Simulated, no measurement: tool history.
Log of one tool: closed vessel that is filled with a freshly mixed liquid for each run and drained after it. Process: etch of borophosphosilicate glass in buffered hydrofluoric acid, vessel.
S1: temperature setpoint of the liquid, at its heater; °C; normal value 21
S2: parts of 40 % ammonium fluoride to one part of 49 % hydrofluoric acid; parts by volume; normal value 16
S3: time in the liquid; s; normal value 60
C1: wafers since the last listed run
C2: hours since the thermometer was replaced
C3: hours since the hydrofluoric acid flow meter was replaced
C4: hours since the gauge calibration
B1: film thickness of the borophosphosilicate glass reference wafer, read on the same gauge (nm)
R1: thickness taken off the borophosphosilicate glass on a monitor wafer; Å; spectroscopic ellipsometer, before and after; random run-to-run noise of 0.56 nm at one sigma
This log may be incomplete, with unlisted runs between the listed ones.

{"run": 1, "hour": 0.0, "S1": 21, "S2": 16, "S3": 60, "C1": 0, "C2": 2206.6, "C3": 1334.2, "C4": 1167.8, "B1": 140, "R1": 802.7}
{"run": 2, "hour": 43.7, "S1": 21, "S2": 16, "S3": 60, "C1": 4299, "C2": 2250.3, "C3": 1377.9, "C4": 1211.5, "B1": 140.01, "R1": 804.8}
{"run": 3, "hour": 99.6, "S1": 21, "S2": 14, "S3": 60, "C1": 5499, "C2": 2306.2, "C3": 1433.8, "C4": 1267.4, "B1": 139.98, "R1": 911.7}
{"hour": 108.8, "done": "hydrofluoric acid flow meter replaced"}
{"run": 4, "hour": 200.5, "S1": 21, "S2": 14, "S3": 60, "C1": 9829, "C2": 2407.1, "C3": 91.7, "C4": 1368.3, "B1": 139.99, "R1": 970.8}
{"run": 5, "hour": 298.2, "S1": 21, "S2": 16, "S3": 60, "C1": 9612, "C2": 2504.8, "C3": 189.4, "C4": 1466, "B1": 139.98, "R1": 847.2}
{"run": 6, "hour": 350.7, "S1": 21, "S2": 16, "S3": 60, "C1": 5165, "C2": 2557.3, "C3": 241.9, "C4": 1518.5, "B1": 139.99, "R1": 856.1}
{"run": 7, "hour": 446.3, "S1": 21, "S2": 16, "S3": 60, "C1": 9406, "C2": 2652.9, "C3": 337.5, "C4": 1614.1, "B1": 139.99, "R1": 845.3}
{"run": 8, "hour": 515.2, "S1": 21, "S2": 16, "S3": 60, "C1": 6779, "C2": 2721.8, "C3": 406.4, "C4": 1683, "B1": 140, "R1": 843.2}
{"run": 9, "hour": 621.8, "S1": 21, "S2": 16, "S3": 60, "C1": 10488, "C2": 2828.4, "C3": 513, "C4": 1789.6, "B1": 140.01, "R1": 840.4}
{"run": 10, "hour": 662.6, "S1": 18, "S2": 16, "S3": 60, "C1": 4014, "C2": 2869.2, "C3": 553.8, "C4": 1830.4, "B1": 140.01, "R1": 695.9}
{"run": 11, "hour": 726.3, "S1": 18, "S2": 16, "S3": 60, "C1": 6267, "C2": 2932.9, "C3": 617.5, "C4": 1894.1, "B1": 139.98, "R1": 703}
{"run": 12, "hour": 764.0, "S1": 21, "S2": 16, "S3": 60, "C1": 3709, "C2": 2970.6, "C3": 655.2, "C4": 1931.8, "B1": 140, "R1": 830.2}
{"run": 13, "hour": 811.6, "S1": 21, "S2": 16, "S3": 60, "C1": 4683, "C2": 3018.2, "C3": 702.8, "C4": 1979.4, "B1": 140, "R1": 833.1}
{"run": 14, "hour": 902.2, "S1": 21, "S2": 16, "S3": 60, "C1": 8914, "C2": 3108.8, "C3": 793.4, "C4": 2070, "B1": 139.99, "R1": 824}
{"hour": 911.8, "done": "thermometer replaced"}
{"run": 15, "hour": 961.6, "S1": 25.5, "S2": 16, "S3": 60, "C1": 5745, "C2": 49.8, "C3": 852.8, "C4": 2129.4, "B1": 139.99, "R1": 1048}
{"run": 16, "hour": 998.4, "S1": 21, "S2": 16, "S3": 60, "C1": 3620, "C2": 86.6, "C3": 889.6, "C4": 2166.2, "B1": 140.03, "R1": 828.9}
{"run": 17, "hour": 1069.1, "S1": 21, "S2": 16, "S3": 75, "C1": 6956, "C2": 157.3, "C3": 960.3, "C4": 2236.9, "B1": 139.99, "R1": 1010.6}
{"run": 18, "hour": 1189.4, "S1": 21, "S2": 13, "S3": 60, "C1": 11836, "C2": 277.6, "C3": 1080.6, "C4": 2357.2, "B1": 139.99, "R1": 991.8}
{"hour": 1193.4, "done": "hydrofluoric acid flow meter replaced"}
{"run": 19, "hour": 1239.1, "S1": 22.5, "S2": 11.5, "S3": 40, "C1": 4791, "C2": 327.3, "C3": 45.7, "C4": 2406.9, "B1": 140.02, "R1": 869.8}
{"hour": 1263.5, "done": "gauge calibrated"}
{"run": 20, "hour": 1311.6, "S1": 23, "S2": 13.5, "S3": 30, "C1": 7133, "C2": 399.8, "C3": 118.2, "C4": 48.1, "B1": 139.99, "R1": 566.2}
{"run": 21, "hour": 1349.0, "S1": 21, "S2": 10, "S3": 60, "C1": 3679, "C2": 437.2, "C3": 155.6, "C4": 85.5, "B1": 139.99, "R1": 1359.1}
{"run": 22, "hour": 1418.1, "S1": 21, "S2": 16, "S3": 60, "C1": 6798, "C2": 506.3, "C3": 224.7, "C4": 154.6, "B1": 140.01, "R1": 854.3}
{"run": 23, "hour": 1505.4, "S1": 17.5, "S2": 16, "S3": 60, "C1": 8589, "C2": 593.6, "C3": 312, "C4": 241.9, "B1": 140, "R1": 691.3}
{"run": 24, "hour": 1574.6, "S1": 21, "S2": 19, "S3": 30, "C1": 6808, "C2": 662.8, "C3": 381.2, "C4": 311.1, "B1": 139.99, "R1": 358.8}
{"run": 25, "hour": 1669.4, "S1": 21, "S2": 16, "S3": 60, "C1": 9327, "C2": 757.6, "C3": 476, "C4": 405.9, "B1": 139.97, "R1": 847}
{"run": 26, "hour": 1765.8, "S1": 21, "S2": 16, "S3": 60, "C1": 9484, "C2": 854, "C3": 572.4, "C4": 502.3, "B1": 140.02, "R1": 826.3}
{"run": 27, "hour": 1944.0, "S1": 21, "S2": 14, "S3": 80, "C1": 17533, "C2": 1032.2, "C3": 750.6, "C4": 680.5, "B1": 140, "R1": 1248}
{"run": 28, "hour": 2032.9, "S1": 22.5, "S2": 10, "S3": 75, "C1": 8746, "C2": 1121.1, "C3": 839.5, "C4": 769.4, "B1": 139.99, "R1": 1790.3}
{"run": 29, "hour": 2094.2, "S1": 23, "S2": 10, "S3": 80, "C1": 6031, "C2": 1182.4, "C3": 900.8, "C4": 830.7, "B1": 139.99, "R1": 1933}

Predict each of these 3 candidate next runs independently; none follows another, all start after run 29:
{"run": "A", "hour": 2094.9, "S1": 21, "S2": 16, "S3": 50, "C1": 68, "C2": 1183.1, "C3": 901.5, "C4": 831.4, "B1": "?", "R1": "?"}
{"run": "B", "hour": 2094.9, "S1": 21, "S2": 16, "S3": 40, "C1": 68, "C2": 1183.1, "C3": 901.5, "C4": 831.4, "B1": "?", "R1": "?"}
{"run": "C", "hour": 2094.9, "S1": 21, "S2": 16, "S3": 35, "C1": 68, "C2": 1183.1, "C3": 901.5, "C4": 831.4, "B1": "?", "R1": "?"}

run=A B1=140.01 R1=686.4
run=B B1=140.01 R1=549.1
run=C B1=140.01 R1=480.5
The same runs, with their run-to-run variation unchanged, on a tool lacking any hidden condition would have given:
run=A R1=720.9
run=B R1=576.7
run=C R1=504.6
